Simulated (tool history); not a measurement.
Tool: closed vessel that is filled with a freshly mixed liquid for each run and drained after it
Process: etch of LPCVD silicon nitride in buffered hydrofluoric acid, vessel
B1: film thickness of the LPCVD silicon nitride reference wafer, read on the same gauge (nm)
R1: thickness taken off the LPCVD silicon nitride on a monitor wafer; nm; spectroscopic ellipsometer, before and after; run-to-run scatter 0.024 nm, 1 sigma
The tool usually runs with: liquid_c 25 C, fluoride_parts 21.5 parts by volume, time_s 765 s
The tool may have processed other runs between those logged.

{"run": 1, "hour": 0.0, "liquid_c": 25, "fluoride_parts": 21.5, "time_s": 765, "B1": 139.97, "R1": 5.77}
{"run": 2, "hour": 13.8, "liquid_c": 25, "fluoride_parts": 21.5, "time_s": 765, "B1": 140.01, "R1": 5.81}
{"run": 3, "hour": 31.4, "liquid_c": 25, "fluoride_parts": 21.5, "time_s": 765, "B1": 140, "R1": 5.81}
{"run": 4, "hour": 42.4, "liquid_c": 25, "fluoride_parts": 21.5, "time_s": 920, "B1": 140.04, "R1": 7.07}
{"run": 5, "hour": 49.3, "liquid_c": 25, "fluoride_parts": 21.5, "time_s": 920, "B1": 139.98, "R1": 7}
{"run": 6, "hour": 67.1, "liquid_c": 25, "fluoride_parts": 21.5, "time_s": 920, "B1": 139.98, "R1": 7.03}
{"run": 7, "hour": 83.2, "liquid_c": 25, "fluoride_parts": 26.5, "time_s": 765, "B1": 139.99, "R1": 5.06}
{"run": 8, "hour": 90.2, "liquid_c": 25, "fluoride_parts": 21.5, "time_s": 765, "B1": 140.01, "R1": 5.8}
{"run": 9, "hour": 107.5, "liquid_c": 25, "fluoride_parts": 21.5, "time_s": 765, "B1": 140.01, "R1": 5.87}
{"run": 10, "hour": 119.9, "liquid_c": 25, "fluoride_parts": 21.5, "time_s": 765, "B1": 139.99, "R1": 5.91}
{"run": 11, "hour": 134.6, "liquid_c": 25, "fluoride_parts": 21.5, "time_s": 765, "B1": 139.99, "R1": 5.91}
{"hour": 143.2, "done": "thermometer replaced"}
{"run": 12, "hour": 144.0, "liquid_c": 25, "fluoride_parts": 21.5, "time_s": 765, "B1": 139.98, "R1": 5.24}
{"run": 13, "hour": 156.1, "liquid_c": 25, "fluoride_parts": 21.5, "time_s": 765, "B1": 140.01, "R1": 5.2}
{"run": 14, "hour": 173.3, "liquid_c": 25, "fluoride_parts": 21.5, "time_s": 765, "B1": 139.98, "R1": 5.25}
{"hour": 175.4, "done": "hydrofluoric acid flow meter replaced"}
{"run": 15, "hour": 180.4, "liquid_c": 30, "fluoride_parts": 28.5, "time_s": 765, "B1": 140, "R1": 5.63}
{"run": 16, "hour": 190.4, "liquid_c": 25, "fluoride_parts": 21.5, "time_s": 765, "B1": 140, "R1": 5.29}

Run 17 has not been measured yet. What should we expect?
{"run": 17, "hour": 207.4, "liquid_c": 25, "fluoride_parts": 21.5, "time_s": 765, "B1": "?", "R1": "?"}

{"run 17": {"B1": 140.01, "R1": 5.22}}
On a tool with no hidden condition, and with the same random variation, this run would have come out at R1 5.13 nm.
